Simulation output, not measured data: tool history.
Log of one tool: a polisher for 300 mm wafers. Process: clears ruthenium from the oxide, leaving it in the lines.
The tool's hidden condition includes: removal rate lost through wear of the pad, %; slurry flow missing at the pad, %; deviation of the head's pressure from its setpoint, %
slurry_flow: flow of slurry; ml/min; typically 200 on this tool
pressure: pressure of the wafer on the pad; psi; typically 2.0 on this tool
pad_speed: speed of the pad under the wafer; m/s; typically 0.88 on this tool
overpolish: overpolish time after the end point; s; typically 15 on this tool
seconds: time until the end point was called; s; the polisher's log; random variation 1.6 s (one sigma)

run	day	slurry_flow	pressure	pad_speed	overpolish	wafers since the last listed run	wafers polished on this pad	hours since the slurry nozzle was cleaned	hours since the head pressure was calibrated	incoming thickness of the incoming film, nm	seconds
1	0.000	200	2.3	0.88	15	0	494	187.7	556.8	120.5	93.3
# day 0.088: head pressure recalibrated
# day 0.946: worn pad replaced by a new one
2	1.042	200	2.3	0.88	15	72	8	212.7	22.9	118.5	89.6
3	2.396	200	2.0	0.96	15	124	133	245.2	55.4	120.4	95.7
4	4.067	200	2.0	0.96	15	154	287	285.3	95.5	119.3	97.7
5	5.175	200	2.0	0.96	15	102	389	311.9	122.1	121.8	95.9
# day 7.254: worn pad replaced by a new one
6	7.325	200	2.0	0.72	15	182	6	363.5	173.7	120.0	116.8
7	8.525	200	2.0	0.72	15	110	117	392.3	202.5	122.3	119.4
# day 9.758: slurry nozzle cleaned
8	10.258	200	2.0	0.88	15	155	273	12.0	244.1	118.1	98.8
9	12.475	200	2.5	0.88	15	204	477	65.2	297.3	119.9	88.3
# day 14.408: worn pad replaced by a new one
10	16.579	180	1.5	0.98	15	362	199	163.7	395.8	118.8	114.4
11	18.083	200	2.0	1.08	19	138	338	199.8	431.9	120.1	89.1
# day 20.042: head pressure recalibrated
12	20.554	200	2.0	0.88	15	220	558	259.1	12.3	120.6	99.7
# day 21.129: worn pad replaced by a new one
13	23.071	145	2.2	0.78	17	216	178	319.5	72.7	119.8	108.0
14	25.233	155	2.3	0.88	15	199	378	371.4	124.6	117.5	96.4
# day 26.662: worn pad replaced by a new one
15	27.271	200	2.0	0.96	15	172	56	420.3	173.5	121.8	96.0
# day 27.950: slurry nozzle cleaned
16	29.646	200	2.0	0.72	15	215	271	40.7	230.5	120.9	120.1

What if the next run were any one of these 3? Each begins from the tool's condition after run 16:
A	29.667	160	2.0	0.88	15	1	273	41.2	231.0	120.1	?
B	29.667	200	2.0	0.72	11	1	273	41.2	231.0	120.1	?
C	29.667	130	2.0	0.88	10	1	273	41.2	231.0	120.1	?

run	seconds
A	109.4
B	120.6
C	114.3
Take away the tool's hidden state, keep each run's random variation, and the runs would have read:
run	seconds
A	109.4
B	120.6
C	114.3
